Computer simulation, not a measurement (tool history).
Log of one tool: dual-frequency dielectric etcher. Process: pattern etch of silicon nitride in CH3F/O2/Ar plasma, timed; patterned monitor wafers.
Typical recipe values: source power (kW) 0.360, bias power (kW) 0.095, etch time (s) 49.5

run   hour  source power (kW)  bias power (kW)  etch time (s)  wafers since the last listed run  hours since the last wet clean  hours since the last source power generator calibration  hours since the last bias power generator calibration  hours since the last upper electrode change  hours since the gauge calibration  read-back reference wafer on the same gauge, depth_nm  mean etch depth across the wafer (angstrom)
  1    0.0              0.360            0.095           55.5                                 0                           371.0                                                   4272.4                                                 3897.1                                       4017.5                              153.9                                                  37.31                                        399.6
  2    8.4              0.360            0.101           49.5                               137                           379.4                                                   4280.8                                                 3905.5                                       4025.9                              162.3                                                  37.31                                        365.9
  3   15.8              0.360            0.101           49.5                               120                           386.8                                                   4288.2                                                 3912.9                                       4033.3                              169.7                                                  37.29                                        366.4
  4   27.7              0.360            0.095           49.5                               194                           398.7                                                   4300.1                                                 3924.8                                       4045.2                              181.6                                                  37.32                                        353.7
  5   72.4              0.360            0.095           49.5                               729                           443.4                                                   4344.8                                                 3969.5                                       4089.9                              226.3                                                  37.29                                        350.3
  6  111.5              0.360            0.095           49.5                               638                           482.5                                                   4383.9                                                 4008.6                                       4129.0                              265.4                                                  37.29                                        350.1
  7  127.8              0.430            0.095           49.5                               266                           498.8                                                   4400.2                                                 4024.9                                       4145.3                              281.7                                                  37.29                                        380.1
  8  139.5              0.360            0.095           42.0                               190                           510.5                                                   4411.9                                                 4036.6                                       4157.0                              293.4                                                  37.28                                        298.9
     169.4  -- gauge calibrated
     179.3  -- upper electrode replaced
  9  179.8              0.360            0.095           42.0                               266                           550.8                                                   4452.2                                                 4076.9                                          0.5                               10.4                                                  37.29                                        294.7
 10  193.9              0.310            0.095           49.5                               230                           564.9                                                   4466.3                                                 4091.0                                         14.6                               24.5                                                  37.31                                        322.8
 11  210.4              0.360            0.095           49.5                               269                           581.4                                                   4482.8                                                 4107.5                                         31.1                               41.0                                                  37.32                                        350.2
     244.6  -- wet clean of the chamber
 12  245.1              0.360            0.095           49.5                               174                             0.5                                                   4517.5                                                 4142.2                                         65.8                               75.7                                                  37.32                                        372.1
 13  245.5              0.360            0.095           55.5                                 6                             0.9                                                   4517.9                                                 4142.6                                         66.2                               76.1                                                  37.30                                        422.8
 14  247.2              0.360            0.095           40.0                                27                             2.6                                                   4519.6                                                 4144.3                                         67.9                               77.8                                                  37.30                                        302.9
 15  254.6              0.360            0.095           45.5                               120                            10.0                                                   4527.0                                                 4151.7                                         75.3                               85.2                                                  37.27                                        343.8

What will run 16 give?
     263.1  -- bias power generator calibrated
 16  267.8              0.310            0.081           49.5                               150                            23.2                                                   4540.2                                                    4.7                                         88.5                               98.4                                                      ?                                            ?

read-back reference wafer on the same gauge, depth_nm: 37.29
mean etch depth across the wafer (angstrom): 320.4
With no hidden state in the tool, this same run would have given mean etch depth across the wafer (angstrom) 317.6.
